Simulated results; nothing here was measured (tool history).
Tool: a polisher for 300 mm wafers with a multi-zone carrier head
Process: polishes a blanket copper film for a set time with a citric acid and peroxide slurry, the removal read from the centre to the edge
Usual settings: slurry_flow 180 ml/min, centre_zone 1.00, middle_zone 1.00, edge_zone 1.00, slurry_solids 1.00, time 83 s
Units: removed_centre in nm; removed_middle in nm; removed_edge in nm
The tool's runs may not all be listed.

run	day	slurry_flow	centre_zone	middle_zone	edge_zone	slurry_solids	time	incoming thickness of the incoming film, nm	removed_centre	removed_middle	removed_edge
1	0.000	180	1.00	1.00	1.00	1.00	83	702.8	249.3	256.7	260.2
2	0.733	180	1.00	1.00	1.00	1.00	83	706.5	244.8	256.4	261.3
3	1.121	200	1.00	1.06	1.00	1.00	83	700.3	248.3	269.6	258.4
4	1.688	180	1.00	1.00	1.00	1.00	83	692.4	243.4	257.8	257.7
5	1.983	180	1.00	1.00	1.00	1.00	83	706.9	245.9	257.3	255.1
6	2.696	180	1.00	1.00	1.00	1.00	83	697.1	243.9	257.8	263.1
7	3.104	180	1.00	1.00	1.00	1.00	83	688.7	244.6	255.6	263.8
8	3.562	180	1.00	1.00	1.00	1.00	83	703.1	243.9	256.1	258.3
9	4.042	180	1.00	1.00	1.00	1.00	83	710.6	241.4	260.8	259.3
# day 5.429: slurry nozzle cleaned
# day 6.171: worn pad replaced by a new one
# day 6.258: edge zone pressure recalibrated
10	6.279	180	1.00	1.00	1.00	1.00	83	706.1	238.6	259.3	258.2
11	6.575	180	1.00	1.00	1.00	1.00	83	696.7	236.3	260.1	257.3
# day 6.708: centre zone pressure recalibrated
12	7.192	160	1.00	1.00	1.08	1.15	66	688.9	176.1	211.3	217.4
# day 8.846: centre zone pressure recalibrated, repeated, since the last time left the tool worse
13	8.946	180	0.89	1.00	1.00	0.75	83	696.0	220.0	237.8	243.6
14	9.633	225	1.00	1.00	1.00	1.10	83	691.7	276.3	269.7	272.8
15	10.325	180	0.92	1.10	1.00	1.00	83	696.4	239.6	275.9	258.8
# day 10.721: carrier head's membrane replaced by a new one
16	10.767	200	1.00	1.06	1.00	0.90	83	698.7	259.6	264.0	257.6
17	11.171	180	1.00	1.00	1.00	1.00	83	709.6	262.3	259.2	262.4
18	12.158	220	1.00	1.04	1.00	1.00	98	695.1	312.2	317.7	305.1
# day 12.533: worn pad replaced by a new one
19	12.671	180	1.00	1.00	1.00	1.00	83	691.0	261.2	261.2	259.6
20	13.983	180	0.95	1.00	0.95	1.00	74	704.4	221.6	229.8	229.1

4 ways to go on from here, each from the tool as it stands after run 20. What would each give?
A	14.000	180	1.00	1.00	0.92	1.00	83	690.7	?	?	?
B	14.000	120	1.00	1.00	1.00	1.00	83	690.7	?	?	?
C	14.000	180	1.00	0.96	1.07	1.00	83	690.7	?	?	?
D	14.000	180	1.00	1.00	0.90	1.00	83	690.7	?	?	?

run	removed_centre	removed_middle	removed_edge
A	261.9	255.0	249.2
B	243.1	238.7	247.3
C	261.9	248.4	268.1
D	261.9	255.0	246.7
Without the tool's hidden state the same runs would have given:
run	removed_centre	removed_middle	removed_edge
A	263.1	255.0	249.2
B	244.3	238.7	247.3
C	263.1	248.4	268.1
D	263.1	255.0	246.7
